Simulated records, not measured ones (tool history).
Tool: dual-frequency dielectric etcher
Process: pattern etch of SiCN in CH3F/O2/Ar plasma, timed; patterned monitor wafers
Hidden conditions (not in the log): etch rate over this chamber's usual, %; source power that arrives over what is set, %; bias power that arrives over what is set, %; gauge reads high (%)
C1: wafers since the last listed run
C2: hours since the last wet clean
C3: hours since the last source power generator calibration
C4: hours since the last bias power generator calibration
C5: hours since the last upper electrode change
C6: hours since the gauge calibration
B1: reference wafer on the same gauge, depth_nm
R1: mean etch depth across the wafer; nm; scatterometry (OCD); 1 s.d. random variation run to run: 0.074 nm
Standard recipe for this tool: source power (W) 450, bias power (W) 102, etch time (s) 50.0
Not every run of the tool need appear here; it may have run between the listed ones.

{"run": 1, "day": 0.0, "source power (W)": 450, "bias power (W)": 112, "etch time (s)": 57.0, "C1": 0, "C2": 25.9, "C3": 2145.8, "C4": 343.3, "C5": 1451.0, "C6": 2153.1, "B1": 24.18, "R1": 28.85}
{"run": 2, "day": 8.062, "source power (W)": 450, "bias power (W)": 102, "etch time (s)": 50.0, "C1": 1878, "C2": 219.4, "C3": 2339.3, "C4": 536.8, "C5": 1644.5, "C6": 2346.6, "B1": 24.23, "R1": 24.18}
{"run": 3, "day": 12.242, "source power (W)": 450, "bias power (W)": 102, "etch time (s)": 50.0, "C1": 973, "C2": 319.7, "C3": 2439.6, "C4": 637.1, "C5": 1744.8, "C6": 2446.9, "B1": 24.21, "R1": 24.06}
{"run": 4, "day": 19.046, "source power (W)": 450, "bias power (W)": 102, "etch time (s)": 50.0, "C1": 1585, "C2": 483.0, "C3": 2602.9, "C4": 800.4, "C5": 1908.1, "C6": 2610.2, "B1": 24.2, "R1": 23.86}
{"run": 5, "day": 21.421, "source power (W)": 450, "bias power (W)": 83, "etch time (s)": 44.0, "C1": 553, "C2": 540.0, "C3": 2659.9, "C4": 857.4, "C5": 1965.1, "C6": 2667.2, "B1": 24.2, "R1": 19.61}
{"day": 25.0, "done": "wet clean of the chamber"}
{"run": 6, "day": 25.35, "source power (W)": 450, "bias power (W)": 83, "etch time (s)": 44.0, "C1": 682, "C2": 8.4, "C3": 2754.2, "C4": 951.7, "C5": 2059.4, "C6": 2761.5, "B1": 24.19, "R1": 20.46}
{"day": 25.95, "done": "gauge calibrated"}
{"run": 7, "day": 27.988, "source power (W)": 450, "bias power (W)": 83, "etch time (s)": 44.0, "C1": 614, "C2": 71.7, "C3": 2817.5, "C4": 1015.0, "C5": 2122.7, "C6": 48.9, "B1": 24.19, "R1": 20.19}
{"run": 8, "day": 31.129, "source power (W)": 450, "bias power (W)": 102, "etch time (s)": 50.0, "C1": 732, "C2": 147.1, "C3": 2892.9, "C4": 1090.4, "C5": 2198.1, "C6": 124.3, "B1": 24.19, "R1": 24.08}
{"run": 9, "day": 33.529, "source power (W)": 450, "bias power (W)": 102, "etch time (s)": 50.0, "C1": 559, "C2": 204.7, "C3": 2950.5, "C4": 1148.0, "C5": 2255.7, "C6": 181.9, "B1": 24.2, "R1": 24.06}
{"day": 35.042, "done": "source power generator calibrated"}
{"run": 10, "day": 37.596, "source power (W)": 450, "bias power (W)": 102, "etch time (s)": 50.0, "C1": 908, "C2": 302.3, "C3": 61.3, "C4": 1245.6, "C5": 2353.3, "C6": 279.5, "B1": 24.2, "R1": 23.81}
{"run": 11, "day": 40.175, "source power (W)": 400, "bias power (W)": 114, "etch time (s)": 50.0, "C1": 601, "C2": 364.2, "C3": 123.2, "C4": 1307.5, "C5": 2415.2, "C6": 341.4, "B1": 24.2, "R1": 23.73}
{"run": 12, "day": 41.875, "source power (W)": 400, "bias power (W)": 114, "etch time (s)": 50.0, "C1": 396, "C2": 405.0, "C3": 164.0, "C4": 1348.3, "C5": 2456.0, "C6": 382.2, "B1": 24.21, "R1": 23.79}
{"run": 13, "day": 46.004, "source power (W)": 400, "bias power (W)": 114, "etch time (s)": 50.0, "C1": 962, "C2": 504.1, "C3": 263.1, "C4": 1447.4, "C5": 2555.1, "C6": 481.3, "B1": 24.2, "R1": 23.59}
{"day": 47.208, "done": "wet clean of the chamber"}
{"run": 14, "day": 48.554, "source power (W)": 360, "bias power (W)": 102, "etch time (s)": 36.0, "C1": 361, "C2": 32.3, "C3": 324.3, "C4": 1508.6, "C5": 2616.3, "C6": 542.5, "B1": 24.2, "R1": 16.57}
{"run": 15, "day": 50.392, "source power (W)": 540, "bias power (W)": 110, "etch time (s)": 50.0, "C1": 428, "C2": 76.4, "C3": 368.4, "C4": 1552.7, "C5": 2660.4, "C6": 586.6, "B1": 24.2, "R1": 26.23}
{"day": 54.158, "done": "upper electrode replaced"}
{"run": 16, "day": 54.658, "source power (W)": 450, "bias power (W)": 102, "etch time (s)": 50.0, "C1": 761, "C2": 178.8, "C3": 470.8, "C4": 1655.1, "C5": 12.0, "C6": 689.0, "B1": 24.21, "R1": 24.18}
{"run": 17, "day": 58.8, "source power (W)": 490, "bias power (W)": 82, "etch time (s)": 54.0, "C1": 965, "C2": 278.2, "C3": 570.2, "C4": 1754.5, "C5": 111.4, "C6": 788.4, "B1": 24.2, "R1": 24.85}
{"run": 18, "day": 61.925, "source power (W)": 450, "bias power (W)": 102, "etch time (s)": 50.0, "C1": 728, "C2": 353.2, "C3": 645.2, "C4": 1829.5, "C5": 186.4, "C6": 863.4, "B1": 24.2, "R1": 23.89}
{"run": 19, "day": 65.812, "source power (W)": 450, "bias power (W)": 102, "etch time (s)": 50.0, "C1": 905, "C2": 446.5, "C3": 738.5, "C4": 1922.8, "C5": 279.7, "C6": 956.7, "B1": 24.21, "R1": 23.53}
{"run": 20, "day": 69.15, "source power (W)": 510, "bias power (W)": 126, "etch time (s)": 43.0, "C1": 777, "C2": 526.6, "C3": 818.6, "C4": 2002.9, "C5": 359.8, "C6": 1036.8, "B1": 24.21, "R1": 22.23}
{"day": 72.171, "done": "wet clean of the chamber"}
{"run": 21, "day": 73.529, "source power (W)": 450, "bias power (W)": 102, "etch time (s)": 50.0, "C1": 787, "C2": 32.6, "C3": 923.7, "C4": 2108.0, "C5": 464.9, "C6": 1141.9, "B1": 24.21, "R1": 24.19}
{"day": 76.45, "done": "bias power generator calibrated"}
{"run": 22, "day": 76.683, "source power (W)": 450, "bias power (W)": 102, "etch time (s)": 50.0, "C1": 696, "C2": 108.3, "C3": 999.4, "C4": 5.6, "C5": 540.6, "C6": 1217.6, "B1": 24.19, "R1": 24.47}
{"run": 23, "day": 81.154, "source power (W)": 450, "bias power (W)": 120, "etch time (s)": 50.0, "C1": 1041, "C2": 215.6, "C3": 1106.7, "C4": 112.9, "C5": 647.9, "C6": 1324.9, "B1": 24.21, "R1": 25.45}
{"run": 24, "day": 85.067, "source power (W)": 450, "bias power (W)": 89, "etch time (s)": 37.0, "C1": 911, "C2": 309.5, "C3": 1200.6, "C4": 206.8, "C5": 741.8, "C6": 1418.8, "B1": 24.18, "R1": 17.14}
{"run": 25, "day": 88.967, "source power (W)": 340, "bias power (W)": 123, "etch time (s)": 40.5, "C1": 908, "C2": 403.1, "C3": 1294.2, "C4": 300.4, "C5": 835.4, "C6": 1512.4, "B1": 24.2, "R1": 18.96}
{"run": 26, "day": 92.162, "source power (W)": 450, "bias power (W)": 87, "etch time (s)": 45.5, "C1": 744, "C2": 479.8, "C3": 1370.9, "C4": 377.1, "C5": 912.1, "C6": 1589.1, "B1": 24.21, "R1": 20.55}
{"day": 95.033, "done": "wet clean of the chamber"}
{"run": 27, "day": 96.125, "source power (W)": 380, "bias power (W)": 102, "etch time (s)": 50.0, "C1": 690, "C2": 26.2, "C3": 1466.0, "C4": 472.2, "C5": 1007.2, "C6": 1684.2, "B1": 24.21, "R1": 23.63}
{"run": 28, "day": 97.762, "source power (W)": 380, "bias power (W)": 128, "etch time (s)": 50.0, "C1": 381, "C2": 65.5, "C3": 1505.3, "C4": 511.5, "C5": 1046.5, "C6": 1723.5, "B1": 24.21, "R1": 25.04}
{"run": 29, "day": 99.85, "source power (W)": 450, "bias power (W)": 119, "etch time (s)": 50.0, "C1": 486, "C2": 115.6, "C3": 1555.4, "C4": 561.6, "C5": 1096.6, "C6": 1773.6, "B1": 24.2, "R1": 25.64}
{"run": 30, "day": 101.562, "source power (W)": 450, "bias power (W)": 102, "etch time (s)": 50.0, "C1": 399, "C2": 156.7, "C3": 1596.5, "C4": 602.7, "C5": 1137.7, "C6": 1814.7, "B1": 24.2, "R1": 24.31}

Below are 3 alternative next runs, each starting from the tool's condition after run 30. Predict each:
{"run": "A", "day": 101.579, "source power (W)": 450, "bias power (W)": 102, "etch time (s)": 50.0, "C1": 3, "C2": 157.1, "C3": 1596.9, "C4": 603.1, "C5": 1138.1, "C6": 1815.1, "B1": "?", "R1": "?"}
{"run": "B", "day": 101.579, "source power (W)": 550, "bias power (W)": 122, "etch time (s)": 56.5, "C1": 3, "C2": 157.1, "C3": 1596.9, "C4": 603.1, "C5": 1138.1, "C6": 1815.1, "B1": "?", "R1": "?"}
{"run": "C", "day": 101.579, "source power (W)": 530, "bias power (W)": 84, "etch time (s)": 38.0, "C1": 3, "C2": 157.1, "C3": 1596.9, "C4": 603.1, "C5": 1138.1, "C6": 1815.1, "B1": "?", "R1": "?"}

run=A B1=24.20 R1=24.41
run=B B1=24.20 R1=30.82
run=C B1=24.20 R1=18.40
Take away the tool's hidden state, keep each run's random variation, and the runs would have read:
run=A R1=24.64
run=B R1=31.11
run=C R1=18.57
